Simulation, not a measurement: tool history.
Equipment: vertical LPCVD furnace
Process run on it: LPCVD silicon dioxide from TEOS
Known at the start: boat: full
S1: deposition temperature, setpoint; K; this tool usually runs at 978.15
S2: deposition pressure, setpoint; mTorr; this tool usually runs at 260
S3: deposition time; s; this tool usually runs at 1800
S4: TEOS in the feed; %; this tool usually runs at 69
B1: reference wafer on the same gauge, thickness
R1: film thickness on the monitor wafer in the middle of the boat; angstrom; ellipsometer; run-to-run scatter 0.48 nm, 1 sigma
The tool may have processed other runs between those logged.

run 1 day=0.000 | S1=978.15 S2=260 S3=1800 S4=69 | B1=221.99 | R1=2438.6
run 2 day=0.875 | S1=978.15 S2=260 S3=1800 S4=69 | B1=222.06 | R1=2446.9
run 3 day=1.404 | S1=986.15 S2=260 S3=1800 S4=69 | B1=222.01 | R1=2935.4
run 4 day=2.729 | S1=986.15 S2=260 S3=1800 S4=69 | B1=222.12 | R1=2944.8
run 5 day=3.938 | S1=978.15 S2=260 S3=1800 S4=69 | B1=221.99 | R1=2451.4
run 6 day=4.700 | S1=974.15 S2=260 S3=1800 S4=69 | B1=222.10 | R1=2232.8
run 7 day=5.696 | S1=974.15 S2=260 S3=1800 S4=69 | B1=222.02 | R1=2234.6
run 8 day=8.550 | S1=974.15 S2=260 S3=1800 S4=69 | B1=222.04 | R1=2245.2
run 9 day=9.217 | S1=978.15 S2=260 S3=1800 S4=69 | B1=221.98 | R1=2467.0
-- day=10.683 thermocouples replaced and temperature profile calibrated
run 10 day=10.704 | S1=978.15 S2=260 S3=1800 S4=69 | B1=221.83 | R1=2311.1
run 11 day=11.508 | S1=978.15 S2=260 S3=1800 S4=69 | B1=222.06 | R1=2314.1
run 12 day=12.742 | S1=978.15 S2=260 S3=1800 S4=69 | B1=222.09 | R1=2304.6
-- day=14.529 gauge calibrated
-- day=14.679 TEOS flow controller replaced
run 13 day=14.700 | S1=978.15 S2=260 S3=1800 S4=69 | B1=222.17 | R1=2311.7
run 14 day=14.888 | S1=978.15 S2=260 S3=1620 S4=80 | B1=222.01 | R1=2244.3
run 15 day=15.454 | S1=988.15 S2=230 S3=1530 S4=69 | B1=222.22 | R1=2330.9
run 16 day=16.621 | S1=972.15 S2=240 S3=1800 S4=69 | B1=221.92 | R1=1935.6
run 17 day=17.633 | S1=978.15 S2=260 S3=1800 S4=69 | B1=222.06 | R1=2313.3
run 18 day=18.429 | S1=978.15 S2=260 S3=1800 S4=69 | B1=222.12 | R1=2311.6
run 19 day=19.217 | S1=972.15 S2=205 S3=1500 S4=79 | B1=222.02 | R1=1593.4
run 20 day=19.729 | S1=978.15 S2=260 S3=1800 S4=69 | B1=221.96 | R1=2309.1
run 21 day=20.900 | S1=987.15 S2=260 S3=1800 S4=69 | B1=222.05 | R1=2840.2
run 22 day=21.504 | S1=978.15 S2=260 S3=1800 S4=69 | B1=222.06 | R1=2314.5
-- day=22.646 pressure gauge zeroed
run 23 day=22.671 | S1=978.15 S2=240 S3=1800 S4=81 | B1=222.15 | R1=2412.9
run 24 day=23.308 | S1=975.15 S2=260 S3=1800 S4=69 | B1=222.08 | R1=2161.6
run 25 day=24.704 | S1=972.15 S2=205 S3=1500 S4=79 | B1=222.07 | R1=1599.2
run 26 day=25.975 | S1=978.15 S2=305 S3=1260 S4=81 | B1=221.76 | R1=1894.8
run 27 day=27.038 | S1=978.15 S2=260 S3=1800 S4=69 | B1=222.08 | R1=2310.0
run 28 day=27.658 | S1=978.15 S2=295 S3=1800 S4=69 | B1=221.75 | R1=2465.1
run 29 day=28.404 | S1=978.15 S2=260 S3=1800 S4=69 | B1=221.82 | R1=2317.6
run 30 day=29.454 | S1=968.15 S2=305 S3=2130 S4=77 | B1=222.00 | R1=2483.9

Measured minus without-hidden-state, run by run (identical run-to-run variation in each term; gauge scatter may differ):
Unlogged tool condition in this case: true tube temperature minus thermocouple reading, K; true pressure minus gauge reading, mTorr; deviation of the TEOS flow from its setpoint, %; gauge reads high (%).
run=1 R1=+136.2
run=2 R1=+138.5
run=3 R1=+164.9
run=4 R1=+168.9
run=5 R1=+145.6
run=6 R1=+135.2
run=7 R1=+137.4
run=8 R1=+144.1
run=9 R1=+158.7
run=10 R1=+3.4
run=11 R1=+3.5
run=12 R1=+3.5
run=13 R1=+3.6
run=14 R1=+3.4
run=15 R1=+3.6
run=16 R1=+3.2
run=17 R1=+3.9
run=18 R1=+3.9
run=19 R1=+2.9
run=20 R1=+4.2
run=21 R1=+5.3
run=22 R1=+4.5
run=23 R1=+4.9
run=24 R1=+4.6
run=25 R1=+3.6
run=26 R1=+4.6
run=27 R1=+5.9
run=28 R1=+6.5
run=29 R1=+6.3
run=30 R1=+7.4
